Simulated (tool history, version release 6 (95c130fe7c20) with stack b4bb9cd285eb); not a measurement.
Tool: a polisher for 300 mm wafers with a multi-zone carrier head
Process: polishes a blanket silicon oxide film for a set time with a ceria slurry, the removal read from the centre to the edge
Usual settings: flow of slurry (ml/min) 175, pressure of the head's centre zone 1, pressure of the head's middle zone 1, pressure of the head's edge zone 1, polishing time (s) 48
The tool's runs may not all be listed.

run,day,flow of slurry (ml/min),pressure of the head's centre zone,pressure of the head's middle zone,pressure of the head's edge zone,polishing time (s),"incoming thickness of the incoming film, nm",film removed at the wafer's centre (Å),film removed at mid-radius (Å),film removed at the wafer's edge (Å)
1,0,175,1,1,1,48,722.9,1876,1913,1975
# day 0.804: worn pad replaced by a new one
2,1.421,175,1,1,1,48,731.8,1869,1889,1934
3,2.254,175,1,1,1,48,733.3,1827,1890,1933
4,3.412,175,1,1,1,48,726.6,1835,1880,1935
# day 4.542: worn pad replaced by a new one
5,4.854,175,1,1,1,48,722.2,1795,1857,1910
6,6.05,175,1,1,1,48,715.4,1810,1873,1929
7,6.721,175,1,1,1.04,48,736.1,1819,1871,1959
# day 6.812: slurry nozzle cleaned
8,7.379,195,1,0.95,1.09,56,733.5,2242,2182,2441
# day 8.683: worn pad replaced by a new one, of another model than before
9,8.704,205,1,1,1,48,734.5,1927,1968,2007
# day 9.304: carrier head's membrane replaced by a new one
10,9.375,150,1.08,1,1.12,43,725.3,1749,1683,1807
11,10.229,175,1,0.95,1,48,742.1,1852,1826,2021
12,11.333,175,1,1,1.11,40,732.7,1542,1590,1673
# day 12.412: edge zone pressure recalibrated
# day 12.417: worn pad replaced by a new one
# day 12.888: centre zone pressure recalibrated
13,15.454,205,1.05,1,1.06,48,733.1,1959,1931,2009
# day 15.588: slurry nozzle cleaned
14,16.008,175,0.96,1,1,48,733.4,1832,1953,1982
# day 16.204: worn pad replaced by a new one
15,16.667,175,1,1,1,48,742.3,1901,1929,1927

4 ways to go on from here, each from the tool as it stands after run 15. What would each give?
A,16.683,175,1,1,1.09,48,739.9,?,?,?
B,16.683,175,0.94,1,1.04,48,739.9,?,?,?
C,16.683,175,1,1.04,1,48,739.9,?,?,?
D,16.683,175,1.1,1.1,0.95,56,739.9,?,?,?

run,film removed at the wafer's centre (Å),film removed at mid-radius (Å),film removed at the wafer's edge (Å)
A,1889,1962,2095
B,1796,1963,2055
C,1889,2029,2022
D,2385,2482,2310
Without the tool's hidden state the same runs would have given:
run,film removed at the wafer's centre (Å),film removed at mid-radius (Å),film removed at the wafer's edge (Å)
A,1911,1982,2110
B,1817,1983,2070
C,1911,2050,2037
D,2413,2507,2327

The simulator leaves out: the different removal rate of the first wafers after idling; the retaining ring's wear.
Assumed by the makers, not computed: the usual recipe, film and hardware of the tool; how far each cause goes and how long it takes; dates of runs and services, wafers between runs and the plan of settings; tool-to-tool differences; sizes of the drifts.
